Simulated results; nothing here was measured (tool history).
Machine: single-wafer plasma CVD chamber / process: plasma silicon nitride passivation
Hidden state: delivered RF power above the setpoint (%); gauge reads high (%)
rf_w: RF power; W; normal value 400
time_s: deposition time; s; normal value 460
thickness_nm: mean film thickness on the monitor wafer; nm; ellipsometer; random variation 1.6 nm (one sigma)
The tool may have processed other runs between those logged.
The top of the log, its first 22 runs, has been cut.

| run | hour | rf_w | time_s | wafers since the last listed run | hours since the last RF generator calibration | hours since the showerhead was replaced | hours since the gauge calibration | read-back reference wafer on the same gauge, thickness_nm | thickness_nm |
|---|---|---|---|---|---|---|---|---|---|
|  | 1040.9 | RF generator calibrated |
| 23 | 1100.7 | 475 | 435 | 295 | 59.8 | 331.8 | 257.4 | 592.778 | 613.532 |
| 24 | 1152.2 | 425 | 390 | 238 | 111.3 | 383.3 | 308.9 | 592.671 | 539.578 |
| 25 | 1217.8 | 400 | 460 | 304 | 176.9 | 448.9 | 374.5 | 593.331 | 633.873 |
| 26 | 1249.2 | 400 | 460 | 145 | 208.3 | 480.3 | 405.9 | 592.848 | 633.56 |
| 27 | 1299.9 | 465 | 496 | 235 | 259 | 531 | 456.6 | 593.112 | 699.643 |
| 28 | 1366.3 | 400 | 460 | 308 | 325.4 | 597.4 | 523 | 592.664 | 632.791 |
| 29 | 1433.4 | 355 | 410 | 311 | 392.5 | 664.5 | 590.1 | 592.934 | 553.194 |
| 30 | 1487.8 | 350 | 378 | 252 | 446.9 | 718.9 | 644.5 | 592.936 | 510.353 |

Here are 4 independent what-if runs from the current tool condition. What would each one return?
| A | 1488.3 | 400 | 510 | 2 | 447.4 | 719.4 | 645 | ? | ? |
| B | 1488.3 | 440 | 501 | 2 | 447.4 | 719.4 | 645 | ? | ? |
| C | 1488.3 | 425 | 460 | 2 | 447.4 | 719.4 | 645 | ? | ? |
| D | 1488.3 | 350 | 514 | 2 | 447.4 | 719.4 | 645 | ? | ? |

| run | read-back reference wafer on the same gauge, thickness_nm | thickness_nm |
|---|---|---|
| A | 592.844 | 702.721 |
| B | 592.844 | 700.584 |
| C | 592.844 | 639.755 |
| D | 592.844 | 694.535 |
Without the tool's unlogged condition, the same runs would have read:
| run | thickness_nm |
|---|---|
| A | 704.027 |
| B | 701.885 |
| C | 640.943 |
| D | 695.825 |
